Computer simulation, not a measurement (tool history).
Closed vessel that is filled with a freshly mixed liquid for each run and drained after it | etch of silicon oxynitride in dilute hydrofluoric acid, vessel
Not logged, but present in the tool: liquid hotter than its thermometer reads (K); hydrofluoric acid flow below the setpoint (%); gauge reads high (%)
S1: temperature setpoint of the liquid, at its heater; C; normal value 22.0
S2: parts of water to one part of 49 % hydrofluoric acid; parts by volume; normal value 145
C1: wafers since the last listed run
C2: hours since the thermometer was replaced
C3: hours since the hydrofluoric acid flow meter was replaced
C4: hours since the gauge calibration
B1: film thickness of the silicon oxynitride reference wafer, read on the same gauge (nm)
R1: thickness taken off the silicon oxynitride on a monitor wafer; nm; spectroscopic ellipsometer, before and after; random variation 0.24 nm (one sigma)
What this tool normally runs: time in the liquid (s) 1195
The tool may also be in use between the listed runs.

Run 1, hour 0.0: usual settings but S2 95 parts by volume; C1 0; C2 831.1; C3 1308.7; C4 108.9; B1 139.99. Result: R1 53.09 nm.
Run 2, hour 13.2: usual settings; C1 833; C2 844.3; C3 1321.9; C4 122.1; B1 139.99. Result: R1 33.78 nm.
Run 3, hour 27.3: usual settings; C1 889; C2 858.4; C3 1336.0; C4 136.2; B1 140.00. Result: R1 33.64 nm.
Run 4, hour 45.2: usual settings; C1 1129; C2 876.3; C3 1353.9; C4 154.1; B1 140.01. Result: R1 33.31 nm.
Run 5, hour 55.9: usual settings; C1 675; C2 887.0; C3 1364.6; C4 164.8; B1 139.97. Result: R1 33.48 nm.
Run 6, hour 67.4: usual settings; C1 725; C2 898.5; C3 1376.1; C4 176.3; B1 140.00. Result: R1 33.44 nm.
Run 7, hour 79.6: usual settings; C1 769; C2 910.7; C3 1388.3; C4 188.5; B1 140.01. Result: R1 33.73 nm.
At hour 83.0: gauge calibrated.
Run 8, hour 88.4: usual settings; C1 555; C2 919.5; C3 1397.1; C4 5.4; B1 140.01. Result: R1 34.00 nm.
Run 9, hour 102.8: usual settings; C1 908; C2 933.9; C3 1411.5; C4 19.8; B1 140.02. Result: R1 34.11 nm.
Run 10, hour 151.4: usual settings; C1 3067; C2 982.5; C3 1460.1; C4 68.4; B1 140.00. Result: R1 33.75 nm.
At hour 162.9: thermometer replaced.
Run 11, hour 168.5: usual settings; C1 1016; C2 5.6; C3 1477.2; C4 85.5; B1 139.99. Result: R1 29.64 nm.
Run 12, hour 204.8: usual settings but S1 20.0 C, time in the liquid (s) 670; C1 2290; C2 41.9; C3 1513.5; C4 121.8; B1 140.01. Result: R1 15.42 nm.
Run 13, hour 215.5: usual settings but S2 105 parts by volume; C1 675; C2 52.6; C3 1524.2; C4 132.5; B1 139.99. Result: R1 43.52 nm.
Run 14, hour 232.6: usual settings; C1 1079; C2 69.7; C3 1541.3; C4 149.6; B1 140.02. Result: R1 29.98 nm.
At hour 243.8: hydrofluoric acid flow meter replaced.
Run 15, hour 248.1: usual settings but S1 26.0 C, S2 185 parts by volume, time in the liquid (s) 1670; C1 915; C2 85.2; C3 4.3; C4 165.1; B1 140.03. Result: R1 42.65 nm.
Run 16, hour 293.9: usual settings but S1 27.0 C, S2 190 parts by volume, time in the liquid (s) 965; C1 2890; C2 131.0; C3 50.1; C4 210.9; B1 140.01. Result: R1 25.42 nm.
Run 17, hour 301.3: usual settings; C1 467; C2 138.4; C3 57.5; C4 218.3; B1 140.03. Result: R1 34.02 nm.
Run 18, hour 316.0: usual settings; C1 927; C2 153.1; C3 72.2; C4 233.0; B1 139.99. Result: R1 33.81 nm.
At hour 321.7: gauge calibrated.
Run 19, hour 333.6: usual settings but S1 19.5 C, time in the liquid (s) 880; C1 1110; C2 170.7; C3 89.8; C4 11.9; B1 139.99. Result: R1 22.23 nm.
Run 20, hour 340.0: usual settings but time in the liquid (s) 765; C1 403; C2 177.1; C3 96.2; C4 18.3; B1 140.01. Result: R1 21.76 nm.
Run 21, hour 392.9: usual settings but S1 25.5 C, S2 85 parts by volume, time in the liquid (s) 800; C1 3338; C2 230.0; C3 149.1; C4 71.2; B1 140.01. Result: R1 48.83 nm.
Run 22, hour 410.7: usual settings; C1 1123; C2 247.8; C3 166.9; C4 89.0; B1 140.01. Result: R1 33.93 nm.
Run 23, hour 422.0: usual settings but S1 19.5 C, S2 180 parts by volume; C1 713; C2 259.1; C3 178.2; C4 100.3; B1 140.02. Result: R1 23.68 nm.

Forecast each of these 5 alternatives for the next run:
Run A, hour 423.0: usual settings but S1 17.5 C; C1 63; C2 260.1; C3 179.2; C4 101.3; B1 ?. Result: R1 ?.
Run B, hour 423.0: usual settings but S1 26.0 C, S2 165 parts by volume, time in the liquid (s) 530; C1 63; C2 260.1; C3 179.2; C4 101.3; B1 ?. Result: R1 ?.
Run C, hour 423.0: usual settings but S1 26.0 C, time in the liquid (s) 1460; C1 63; C2 260.1; C3 179.2; C4 101.3; B1 ?. Result: R1 ?.
Run D, hour 423.0: usual settings but S1 27.0 C, time in the liquid (s) 575; C1 63; C2 260.1; C3 179.2; C4 101.3; B1 ?. Result: R1 ?.
Run E, hour 423.0: usual settings but time in the liquid (s) 1610; C1 63; C2 260.1; C3 179.2; C4 101.3; B1 ?. Result: R1 ?.

run      B1     R1
  A  140.01  27.37
  B  140.01  15.57
  C  140.01  49.67
  D  140.01  20.45
  E  140.01  45.65
Had the tool no hidden state, the same runs would have come out as:
run     R1
  A  27.29
  B  15.59
  C  49.71
  D  20.48
  E  45.61
